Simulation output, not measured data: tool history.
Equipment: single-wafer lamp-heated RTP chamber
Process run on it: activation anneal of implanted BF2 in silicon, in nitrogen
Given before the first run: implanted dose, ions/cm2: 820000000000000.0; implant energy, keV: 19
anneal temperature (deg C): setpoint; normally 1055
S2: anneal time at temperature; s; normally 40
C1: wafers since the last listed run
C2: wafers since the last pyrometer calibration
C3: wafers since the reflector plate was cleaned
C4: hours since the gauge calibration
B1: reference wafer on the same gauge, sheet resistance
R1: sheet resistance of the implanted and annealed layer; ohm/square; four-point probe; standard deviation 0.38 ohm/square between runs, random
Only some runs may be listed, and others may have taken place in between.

run 1 day=0 | anneal_temperature_(deg_C)=1055 S2=40 | C1=0 C2=6011 C3=764 C4=1596.8 | B1=134.99 | R1=158.88
run 2 day=1.112 | anneal_temperature_(deg_C)=1055 S2=40 | C1=368 C2=6379 C3=1133 C4=1623.5 | B1=135 | R1=158.51
-- day=1.929 pyrometer window cleaned and pyrometer calibrated
run 3 day=3.242 | anneal_temperature_(deg_C)=1062 S2=40 | C1=595 C2=435 C3=1729 C4=1674.6 | B1=135 | R1=153.38
run 4 day=4.562 | anneal_temperature_(deg_C)=1062 S2=40 | C1=438 C2=873 C3=2167 C4=1706.3 | B1=135.04 | R1=153.68
run 5 day=5.983 | anneal_temperature_(deg_C)=1062 S2=40 | C1=471 C2=1344 C3=2638 C4=1740.4 | B1=134.98 | R1=153.11
run 6 day=7.258 | anneal_temperature_(deg_C)=1055 S2=26 | C1=422 C2=1767 C3=3061 C4=1771 | B1=135.07 | R1=160.89
run 7 day=8.275 | anneal_temperature_(deg_C)=1055 S2=26 | C1=337 C2=2104 C3=3398 C4=1795.4 | B1=135.02 | R1=160.99
run 8 day=11.183 | anneal_temperature_(deg_C)=1055 S2=40 | C1=964 C2=3069 C3=4363 C4=1865.2 | B1=134.96 | R1=155.24
run 9 day=13.733 | anneal_temperature_(deg_C)=1055 S2=40 | C1=845 C2=3915 C3=5209 C4=1926.4 | B1=134.93 | R1=155.8
-- day=14.496 gauge calibrated
run 10 day=15.796 | anneal_temperature_(deg_C)=1055 S2=40 | C1=684 C2=4599 C3=5893 C4=31.2 | B1=134.93 | R1=154.09
-- day=16.45 reflector plate cleaned
-- day=21.725 pyrometer window cleaned and pyrometer calibrated, repeated, since the last time left the tool worse
run 11 day=22.929 | anneal_temperature_(deg_C)=1079 S2=34 | C1=2144 C2=399 C3=2038 C4=202.4 | B1=135.07 | R1=152.08
run 12 day=25.288 | anneal_temperature_(deg_C)=1069 S2=40 | C1=782 C2=1181 C3=2820 C4=259 | B1=134.99 | R1=153.42
run 13 day=27.883 | anneal_temperature_(deg_C)=1055 S2=40 | C1=860 C2=2042 C3=3681 C4=321.3 | B1=134.97 | R1=159.85
run 14 day=30.775 | anneal_temperature_(deg_C)=1033 S2=57 | C1=959 C2=3001 C3=4640 C4=390.7 | B1=135.03 | R1=163.4
run 15 day=32.646 | anneal_temperature_(deg_C)=1071 S2=58 | C1=620 C2=3621 C3=5261 C4=435.6 | B1=135.03 | R1=149.03
run 16 day=34.138 | anneal_temperature_(deg_C)=1055 S2=40 | C1=494 C2=4116 C3=5756 C4=471.4 | B1=135.04 | R1=159.48
run 17 day=35.562 | anneal_temperature_(deg_C)=1055 S2=40 | C1=472 C2=4589 C3=6228 C4=505.6 | B1=135.03 | R1=159.64
-- day=36.229 reflector plate cleaned
run 18 day=37.838 | anneal_temperature_(deg_C)=1083 S2=50 | C1=643 C2=5233 C3=532 C4=560.2 | B1=135 | R1=147.65
run 19 day=38.842 | anneal_temperature_(deg_C)=1036 S2=56 | C1=333 C2=5566 C3=865 C4=584.3 | B1=134.98 | R1=161.6
-- day=41.412 pyrometer window cleaned and pyrometer calibrated
run 20 day=41.433 | anneal_temperature_(deg_C)=1055 S2=40 | C1=749 C2=6 C3=1614 C4=646.5 | B1=134.98 | R1=161.09
run 21 day=43.021 | anneal_temperature_(deg_C)=1055 S2=40 | C1=526 C2=532 C3=2141 C4=684.6 | B1=134.98 | R1=160.41
run 22 day=45.038 | anneal_temperature_(deg_C)=1055 S2=40 | C1=668 C2=1201 C3=2810 C4=733 | B1=135.05 | R1=160.6
run 23 day=47.3 | anneal_temperature_(deg_C)=1033 S2=30 | C1=750 C2=1952 C3=3560 C4=787.3 | B1=135.01 | R1=175.04
run 24 day=49.925 | anneal_temperature_(deg_C)=1045 S2=40 | C1=870 C2=2822 C3=4431 C4=850.3 | B1=135.03 | R1=164.85
run 25 day=55.417 | anneal_temperature_(deg_C)=1040 S2=40 | C1=1821 C2=4644 C3=6252 C4=982.1 | B1=135.04 | R1=165.87
run 26 day=57.196 | anneal_temperature_(deg_C)=1030 S2=56 | C1=590 C2=5234 C3=6842 C4=1024.8 | B1=134.99 | R1=165.02
-- day=58.254 reflector plate cleaned
run 27 day=58.296 | anneal_temperature_(deg_C)=1085 S2=21 | C1=254 C2=5488 C3=13 C4=1051.2 | B1=134.99 | R1=155.46
run 28 day=60.375 | anneal_temperature_(deg_C)=1040 S2=29 | C1=689 C2=6178 C3=702 C4=1101.1 | B1=135.03 | R1=170.44
run 29 day=61.512 | anneal_temperature_(deg_C)=1082 S2=40 | C1=377 C2=6555 C3=1080 C4=1128.4 | B1=135 | R1=149.32
run 30 day=64.271 | anneal_temperature_(deg_C)=1074 S2=33 | C1=914 C2=7470 C3=1994 C4=1194.6 | B1=134.96 | R1=151.84
-- day=64.883 pyrometer window cleaned and pyrometer calibrated
run 31 day=66.162 | anneal_temperature_(deg_C)=1055 S2=40 | C1=516 C2=423 C3=2511 C4=1240 | B1=134.91 | R1=161.52
run 32 day=68.762 | anneal_temperature_(deg_C)=1055 S2=40 | C1=862 C2=1285 C3=3374 C4=1302.4 | B1=135 | R1=160.82
run 33 day=70.058 | anneal_temperature_(deg_C)=1055 S2=54 | C1=429 C2=1715 C3=3803 C4=1333.5 | B1=135.04 | R1=156.43
run 34 day=72.683 | anneal_temperature_(deg_C)=1055 S2=40 | C1=870 C2=2586 C3=4674 C4=1396.5 | B1=134.91 | R1=160.07
run 35 day=74.95 | anneal_temperature_(deg_C)=1075 S2=53 | C1=751 C2=3338 C3=5426 C4=1450.9 | B1=135.09 | R1=149.76

Consider 5 possible next runs. They are alternatives, not a sequence: every one starts from the tool as it was left by run 35. What does each give?
run A day=74.967 | anneal_temperature_(deg_C)=1072 S2=40 | C1=5 C2=3343 C3=5431 C4=1451.3 | B1=? | R1=?
run B day=74.967 | anneal_temperature_(deg_C)=1039 S2=48 | C1=5 C2=3343 C3=5431 C4=1451.3 | B1=? | R1=?
run C day=74.967 | anneal_temperature_(deg_C)=1036 S2=20 | C1=5 C2=3343 C3=5431 C4=1451.3 | B1=? | R1=?
run D day=74.967 | anneal_temperature_(deg_C)=1077 S2=18 | C1=5 C2=3343 C3=5431 C4=1451.3 | B1=? | R1=?
run E day=74.967 | anneal_temperature_(deg_C)=1084 S2=40 | C1=5 C2=3343 C3=5431 C4=1451.3 | B1=? | R1=?

run=A B1=134.98 R1=152.96
run=B B1=134.98 R1=164.21
run=C B1=134.98 R1=180.29
run=D B1=134.98 R1=161.1
run=E B1=134.98 R1=149.4
Without the tool's hidden state the same runs would have given:
run=A R1=153.51
run=B R1=164.86
run=C R1=181.23
run=D R1=161.64
run=E R1=149.73
